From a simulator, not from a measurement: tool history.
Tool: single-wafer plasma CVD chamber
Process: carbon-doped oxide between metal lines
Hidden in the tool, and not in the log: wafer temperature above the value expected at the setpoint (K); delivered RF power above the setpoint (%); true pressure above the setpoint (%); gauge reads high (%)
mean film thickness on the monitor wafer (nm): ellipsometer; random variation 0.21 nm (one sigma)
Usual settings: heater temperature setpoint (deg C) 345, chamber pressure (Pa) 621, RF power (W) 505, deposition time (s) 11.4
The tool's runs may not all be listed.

run,hour,heater temperature setpoint (deg C),chamber pressure (Pa),RF power (W),deposition time (s),wafers since the last listed run,hours since the last thermocouple change,hours since the last RF generator calibration,hours since the last manometer calibration,hours since the showerhead was replaced,hours since the gauge calibration,"read-back reference wafer on the same gauge, thickness_nm",mean film thickness on the monitor wafer (nm)
1,0,345,621,505,11.4,0,2260.4,1025.9,498.8,7844.8,250.7,47.872,54.857
2,28.4,345,621,435,11.4,1057,2288.8,1054.3,527.2,7873.2,279.1,47.913,49.6
3,51.9,345,621,505,11.4,875,2312.3,1077.8,550.7,7896.7,302.6,47.886,54.192
4,78.1,345,621,505,11.4,975,2338.5,1104,576.9,7922.9,328.8,47.863,54.799
5,94,345,621,505,11.4,592,2354.4,1119.9,592.8,7938.8,344.7,47.844,54.601
# hour 113.3: gauge calibrated
6,124,345,621,505,11.4,1117,2384.4,1149.9,622.8,7968.8,10.7,47.897,54.55
7,159.5,345,621,505,11.4,1322,2419.9,1185.4,658.3,8004.3,46.2,47.92,54.571
8,194.3,345,621,505,11.4,1296,2454.7,1220.2,693.1,8039.1,81,47.919,54.736
9,207.6,353,621,530,11.4,495,2468,1233.5,706.4,8052.4,94.3,47.917,55.078
10,273.8,353,621,530,11.4,2465,2534.2,1299.7,772.6,8118.6,160.5,47.831,54.878
11,300.4,345,621,505,11.4,990,2560.8,1326.3,799.2,8145.2,187.1,47.856,54.079
12,318.4,345,621,440,10.1,670,2578.8,1344.3,817.2,8163.2,205.1,47.925,44.381
13,345.7,345,621,435,11.4,1016,2606.1,1371.6,844.5,8190.5,232.4,47.825,49.741
14,380.5,345,621,445,11.4,1296,2640.9,1406.4,879.3,8225.3,267.2,47.901,50.283
# hour 398.7: RF generator calibrated
15,408.5,351,621,505,11.4,744,2668.9,9.8,907.3,8253.3,295.2,47.863,55.03
# hour 435.9: capacitance manometer re-zeroed and calibrated
16,442.3,345,621,505,11.4,961,2702.7,43.6,6.4,8287.1,329,47.899,55.631
17,472.2,345,621,505,11.4,1113,2732.6,73.5,36.3,8317,358.9,47.852,55.282
# hour 488.9: showerhead replaced
18,490.8,345,621,505,11.4,394,2751.2,92.1,54.9,1.9,377.5,47.893,55.749
19,512.6,345,701,505,10.1,812,2773,113.9,76.7,23.7,399.3,47.894,49.782
# hour 514.3: gauge calibrated
# hour 538.5: thermocouple changed; heater temperature recalibrated
20,540.3,345,621,505,11.4,733,1.8,141.6,104.4,51.4,26,47.942,55.629
21,580.9,335,621,565,9.9,1512,42.4,182.2,145,92,66.6,47.929,52.829
22,605.1,345,523,575,11.4,901,66.6,206.4,169.2,116.2,90.8,47.876,58.67
23,633.9,335,691,445,11.4,1072,95.4,235.2,198,145,119.6,47.979,53.746
24,663.8,345,621,505,11.4,1113,125.3,265.1,227.9,174.9,149.5,47.985,55.155
25,677.1,353,717,425,12.2,495,138.6,278.4,241.2,188.2,162.8,47.883,53.266
26,705.5,337,527,505,11.4,1057,167,306.8,269.6,216.6,191.2,47.89,55.534
27,721.9,356,516,430,11.4,610,183.4,323.2,286,233,207.6,47.935,48.031
28,737.9,345,484,505,9.6,595,199.4,339.2,302,249,223.6,47.861,45.695

5 ways to go on from here, each from the tool as it stands after run 28. What would each give?
A,738.3,345,621,505,11.4,14,199.8,339.6,302.4,249.4,224,?,?
B,738.3,353,621,440,12.5,14,199.8,339.6,302.4,249.4,224,?,?
C,738.3,345,545,545,11.4,14,199.8,339.6,302.4,249.4,224,?,?
D,738.3,345,621,505,13.4,14,199.8,339.6,302.4,249.4,224,?,?
E,738.3,339,621,505,11.4,14,199.8,339.6,302.4,249.4,224,?,?

run,"read-back reference wafer on the same gauge, thickness_nm",mean film thickness on the monitor wafer (nm)
A,47.926,55.209
B,47.926,54.733
C,47.926,56.825
D,47.926,64.721
E,47.926,56.098
Without the tool's hidden state the same runs would have given:
run,mean film thickness on the monitor wafer (nm)
A,55.791
B,55.408
C,57.419
D,65.403
E,56.689
